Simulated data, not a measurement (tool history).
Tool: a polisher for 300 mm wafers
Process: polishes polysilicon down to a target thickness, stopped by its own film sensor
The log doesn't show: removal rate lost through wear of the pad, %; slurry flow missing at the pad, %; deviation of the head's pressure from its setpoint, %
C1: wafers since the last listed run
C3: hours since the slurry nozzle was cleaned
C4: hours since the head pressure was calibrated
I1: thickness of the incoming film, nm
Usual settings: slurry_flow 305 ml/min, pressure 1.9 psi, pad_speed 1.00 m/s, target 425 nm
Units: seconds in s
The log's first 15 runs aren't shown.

-- day=56.088 head pressure recalibrated
run 16 day=57.446 | slurry_flow=210 pressure=2.1 pad_speed=0.78 target=425 | C1=773 wafers_polished_on_this_pad=6277 C3=468.2 C4=32.6 | I1=780.9 | seconds=75.2
run 17 day=60.346 | slurry_flow=305 pressure=1.9 pad_speed=1.00 target=425 | C1=608 wafers_polished_on_this_pad=6885 C3=537.8 C4=102.2 | I1=783.9 | seconds=68.7
run 18 day=62.667 | slurry_flow=305 pressure=1.9 pad_speed=0.86 target=380 | C1=486 wafers_polished_on_this_pad=7372 C3=593.5 C4=157.9 | I1=774.2 | seconds=85.5
-- day=63.012 worn pad replaced by a new one
run 19 day=64.200 | slurry_flow=305 pressure=1.9 pad_speed=1.00 target=425 | C1=286 wafers_polished_on_this_pad=249 C3=630.3 C4=194.7 | I1=792.6 | seconds=64.1
-- day=67.358 slurry nozzle cleaned
run 20 day=74.521 | slurry_flow=335 pressure=2.2 pad_speed=0.74 target=325 | C1=2156 wafers_polished_on_this_pad=2405 C3=171.9 C4=442.4 | I1=788.5 | seconds=87.6
run 21 day=76.979 | slurry_flow=305 pressure=1.9 pad_speed=1.00 target=425 | C1=515 wafers_polished_on_this_pad=2921 C3=230.9 C4=501.4 | I1=785.2 | seconds=62.8
run 22 day=81.175 | slurry_flow=215 pressure=1.9 pad_speed=1.00 target=425 | C1=880 wafers_polished_on_this_pad=3801 C3=331.6 C4=602.1 | I1=781.0 | seconds=65.2
run 23 day=84.000 | slurry_flow=305 pressure=1.9 pad_speed=1.28 target=520 | C1=592 wafers_polished_on_this_pad=4393 C3=399.4 C4=669.9 | I1=772.8 | seconds=39.9
-- day=89.062 head pressure recalibrated
-- day=94.225 worn pad replaced by a new one
run 24 day=96.404 | slurry_flow=355 pressure=2.2 pad_speed=0.68 target=509 | C1=2549 wafers_polished_on_this_pad=457 C3=697.1 C4=176.2 | I1=769.6 | seconds=49.3
run 25 day=99.429 | slurry_flow=305 pressure=1.5 pad_speed=1.00 target=425 | C1=634 wafers_polished_on_this_pad=1092 C3=769.7 C4=248.8 | I1=783.3 | seconds=67.9
run 26 day=101.808 | slurry_flow=305 pressure=1.9 pad_speed=1.00 target=321 | C1=499 wafers_polished_on_this_pad=1591 C3=826.8 C4=305.9 | I1=776.4 | seconds=77.3
-- day=102.425 slurry nozzle cleaned
run 27 day=103.808 | slurry_flow=305 pressure=1.9 pad_speed=1.00 target=425 | C1=410 wafers_polished_on_this_pad=2001 C3=33.2 C4=353.9 | I1=778.1 | seconds=61.2
run 28 day=105.988 | slurry_flow=400 pressure=2.5 pad_speed=0.84 target=316 | C1=457 wafers_polished_on_this_pad=2458 C3=85.5 C4=406.2 | I1=795.1 | seconds=76.3
run 29 day=110.079 | slurry_flow=305 pressure=2.5 pad_speed=1.00 target=459 | C1=858 wafers_polished_on_this_pad=3317 C3=183.7 C4=504.4 | I1=770.2 | seconds=47.3
run 30 day=114.450 | slurry_flow=250 pressure=1.9 pad_speed=1.00 target=425 | C1=916 wafers_polished_on_this_pad=4234 C3=288.6 C4=609.3 | I1=780.8 | seconds=64.5
run 31 day=116.096 | slurry_flow=305 pressure=1.9 pad_speed=1.34 target=425 | C1=345 wafers_polished_on_this_pad=4579 C3=328.1 C4=648.8 | I1=791.5 | seconds=55.4
run 32 day=118.033 | slurry_flow=305 pressure=1.9 pad_speed=1.00 target=502 | C1=406 wafers_polished_on_this_pad=4985 C3=374.6 C4=695.3 | I1=780.6 | seconds=49.8
run 33 day=120.504 | slurry_flow=235 pressure=2.4 pad_speed=1.30 target=305 | C1=518 wafers_polished_on_this_pad=5503 C3=433.9 C4=754.6 | I1=777.7 | seconds=66.8
run 34 day=122.208 | slurry_flow=305 pressure=1.9 pad_speed=1.00 target=425 | C1=357 wafers_polished_on_this_pad=5861 C3=474.8 C4=795.5 | I1=763.4 | seconds=62.7
-- day=124.317 worn pad replaced by a new one
run 35 day=124.771 | slurry_flow=305 pressure=2.4 pad_speed=0.70 target=425 | C1=502 wafers_polished_on_this_pad=95 C3=536.3 C4=857.0 | I1=768.1 | seconds=62.4
-- day=125.808 head pressure recalibrated
run 36 day=129.146 | slurry_flow=380 pressure=2.5 pad_speed=1.22 target=335 | C1=900 wafers_polished_on_this_pad=995 C3=641.3 C4=80.1 | I1=776.9 | seconds=57.7

Forecast each of these 4 alternatives for the next run:
run A day=129.162 | slurry_flow=305 pressure=1.9 pad_speed=1.00 target=425 | C1=3 wafers_polished_on_this_pad=999 C3=641.7 C4=80.5 | I1=776.5 | seconds=?
run B day=129.162 | slurry_flow=370 pressure=1.9 pad_speed=1.00 target=461 | C1=3 wafers_polished_on_this_pad=999 C3=641.7 C4=80.5 | I1=776.5 | seconds=?
run C day=129.162 | slurry_flow=355 pressure=2.3 pad_speed=1.00 target=425 | C1=3 wafers_polished_on_this_pad=999 C3=641.7 C4=80.5 | I1=776.5 | seconds=?
run D day=129.162 | slurry_flow=400 pressure=1.7 pad_speed=0.70 target=496 | C1=3 wafers_polished_on_this_pad=999 C3=641.7 C4=80.5 | I1=776.5 | seconds=?

run=A seconds=60.0
run=B seconds=53.2
run=C seconds=53.6
run=D seconds=60.2
Without the tool's hidden state the same runs would have given:
run=A seconds=59.5
run=B seconds=52.8
run=C seconds=53.3
run=D seconds=59.8
